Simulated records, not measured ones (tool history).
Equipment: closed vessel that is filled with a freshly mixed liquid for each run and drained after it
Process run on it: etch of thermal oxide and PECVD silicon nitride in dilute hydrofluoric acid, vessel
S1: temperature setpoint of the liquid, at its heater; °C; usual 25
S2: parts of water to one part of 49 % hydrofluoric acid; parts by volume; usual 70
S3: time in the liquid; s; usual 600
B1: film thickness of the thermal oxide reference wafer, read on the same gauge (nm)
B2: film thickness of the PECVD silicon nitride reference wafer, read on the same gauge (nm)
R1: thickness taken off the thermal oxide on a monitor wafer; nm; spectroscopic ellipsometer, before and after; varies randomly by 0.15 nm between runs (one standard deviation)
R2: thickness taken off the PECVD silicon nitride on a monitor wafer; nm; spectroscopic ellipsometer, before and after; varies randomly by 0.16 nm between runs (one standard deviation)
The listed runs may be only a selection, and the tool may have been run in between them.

run     day    S1   S2   S3     B1      B2     R1      R2
  1       0    25   50  600  40.01  110.01  62.37   81.17
  2   0.729    25   70  600  40.01  109.99  43.62   58.11
  3    2.05    25   70  600  39.99     110   43.6   58.38
  4   2.858    25   70  600     40  109.95  43.59   58.55
  5   4.042    23   70  600     40     110  39.93   51.11
  6   5.067  28.5   50  600  39.98     110  71.41  102.03
  7   6.546    25   95  735  40.02  109.97  37.63   52.91
  8   7.888    22   95  600     40  110.02  27.49   35.58
  9   8.871  29.5   70  600  39.99  110.02  51.55   78.19
 10   9.892  28.5   70  930  39.99  109.99  76.67  114.13
 11  10.888    25   70  600  39.99  110.03  43.24   58.75
 12  11.521    27   70  600  39.97  109.99  47.14   66.76
 13  12.125    28  105  600  40.01  110.02   30.8   47.35
 14  13.412    28  105  600  39.97  110.03  29.06   42.89
 15  14.304    25   70  795  40.01     110  54.38    70.4
 16  15.225    25   90  600  40.01  109.99  30.82   41.35
 17  16.496  22.5   70  600     40  110.02  36.82   44.66
 18  17.762    22  105  870     40  110.01  33.35   42.39
 19  18.992  23.5  100  810     40     110  34.69   45.39
 20  19.496    25   70  600     40  109.97  40.52   53.05
 21  20.312    25   70  600  40.01  110.03  40.31   53.32
 22  21.396    25   70  805  39.99  109.97  54.34   71.05
 23  22.021    28   50  750  40.01     110  82.34  111.79
 24  22.708    25   70  600  40.01     110  40.36   52.93

Not shown: 2 entries that the log had between the listed runs. Between which runs, and how does the tool's hidden state differ before and after?
After run 10, before run 11: gauge calibrated (day 10.7)
  liquid hotter than its thermometer reads (K): 1.54 -> 1.56; hydrofluoric acid flow below the setpoint (%): 1.16 -> 1.25
  measured less the result without the state, R1: +3.51 -> +2.04 nm; R2: +9.52 -> +5.07 nm
After run 13, before run 14: thermometer replaced (day 13.121)
  liquid hotter than its thermometer reads (K): 1.58 -> 0.0785; hydrofluoric acid flow below the setpoint (%): 1.37 -> 1.48
  measured less the result without the state, R1: +1.32 -> -0.41 nm; R2: +3.91 -> -0.42 nm
